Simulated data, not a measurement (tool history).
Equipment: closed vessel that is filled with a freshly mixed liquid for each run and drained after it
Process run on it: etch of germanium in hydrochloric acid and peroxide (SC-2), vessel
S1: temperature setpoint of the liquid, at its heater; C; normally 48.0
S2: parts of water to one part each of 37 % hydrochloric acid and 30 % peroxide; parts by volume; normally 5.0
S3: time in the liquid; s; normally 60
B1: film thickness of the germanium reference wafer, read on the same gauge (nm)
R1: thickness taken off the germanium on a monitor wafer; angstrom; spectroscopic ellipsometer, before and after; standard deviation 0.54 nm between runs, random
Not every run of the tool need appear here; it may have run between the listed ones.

run	day	S1	S2	S3	B1	R1
1	0.000	48.0	5.0	60	130.02	1091.5
# day 0.292: gauge calibrated
2	0.346	48.0	5.0	80	130.00	1447.3
3	0.792	48.0	5.0	80	129.94	1438.8
# day 0.983: chemicals flow meter replaced
4	1.162	48.0	5.0	80	129.98	1448.9
5	1.742	48.0	5.0	60	130.02	1093.1
6	2.392	40.5	5.0	45	130.00	634.9
7	2.875	53.0	5.0	60	130.01	1277.7
8	3.600	41.5	5.0	60	129.99	862.9
9	4.204	48.0	5.0	60	130.00	1080.9
10	6.312	48.0	5.0	60	130.03	1070.3
11	8.246	56.0	5.0	60	130.05	1391.7
# day 8.829: thermometer replaced
12	8.975	44.5	5.0	45	129.96	762.7
13	9.712	48.0	5.0	60	129.93	1140.4
14	10.200	48.0	5.0	30	130.02	569.8
15	10.867	38.5	4.0	60	129.97	828.7
16	11.321	48.0	5.0	75	130.04	1431.0
17	11.808	52.0	4.0	60	130.00	1302.9
18	12.512	51.5	7.0	80	129.97	1674.4
19	12.904	48.0	5.0	60	129.97	1138.4
20	13.429	58.0	5.0	60	129.99	1564.1
21	14.075	40.0	5.0	60	129.98	865.6
22	14.571	48.0	6.5	60	130.02	1127.4
23	15.062	48.0	5.0	35	129.99	657.5
24	15.804	48.0	7.0	85	130.02	1586.3
25	16.192	48.0	5.0	60	130.00	1121.6
26	16.800	53.0	4.0	90	130.01	1992.5
27	17.246	48.0	7.0	60	129.99	1120.5
28	17.946	48.0	5.0	90	129.99	1676.1
29	18.638	48.0	6.0	60	130.02	1120.0
30	18.983	44.0	5.0	70	129.97	1142.3

For some of the steps in R1 from one run to the next: how much would appear even if the tool had no hidden state, given the settings, what came in and random variation, and how much remains for the hidden state plus any gauge scatter that the measured result and the result without hidden state don't share?
The tool's hidden condition here consists of: liquid colder than its thermometer reads (K); chemicals flow below the setpoint (%); peroxide weaker than its label (%); gauge reads high (%).
Run 5 -> 6: S1 48.0 -> 40.5, S3 60 -> 45. R1 -458.2 angstrom: hidden state +25.0, all else -483.2.
Run 6 -> 7: S1 40.5 -> 53.0, S3 45 -> 60. R1 +642.8 angstrom: hidden state -36.3, all else +679.1.
Run 11 -> 12: S1 56.0 -> 44.5, S3 60 -> 45, thermometer replaced. R1 -629.0 angstrom: hidden state +94.2, all else -723.2.
Run 23 -> 24: S2 5.0 -> 7.0, S3 35 -> 85. R1 +928.8 angstrom: hidden state -19.2, all else +948.0.
Run 25 -> 26: S1 48.0 -> 53.0, S2 5.0 -> 4.0, S3 60 -> 90. R1 +870.9 angstrom: hidden state -19.2, all else +890.1.
Run 26 -> 27: S1 53.0 -> 48.0, S2 4.0 -> 7.0, S3 90 -> 60. R1 -872.0 angstrom: hidden state +16.9, all else -888.9.
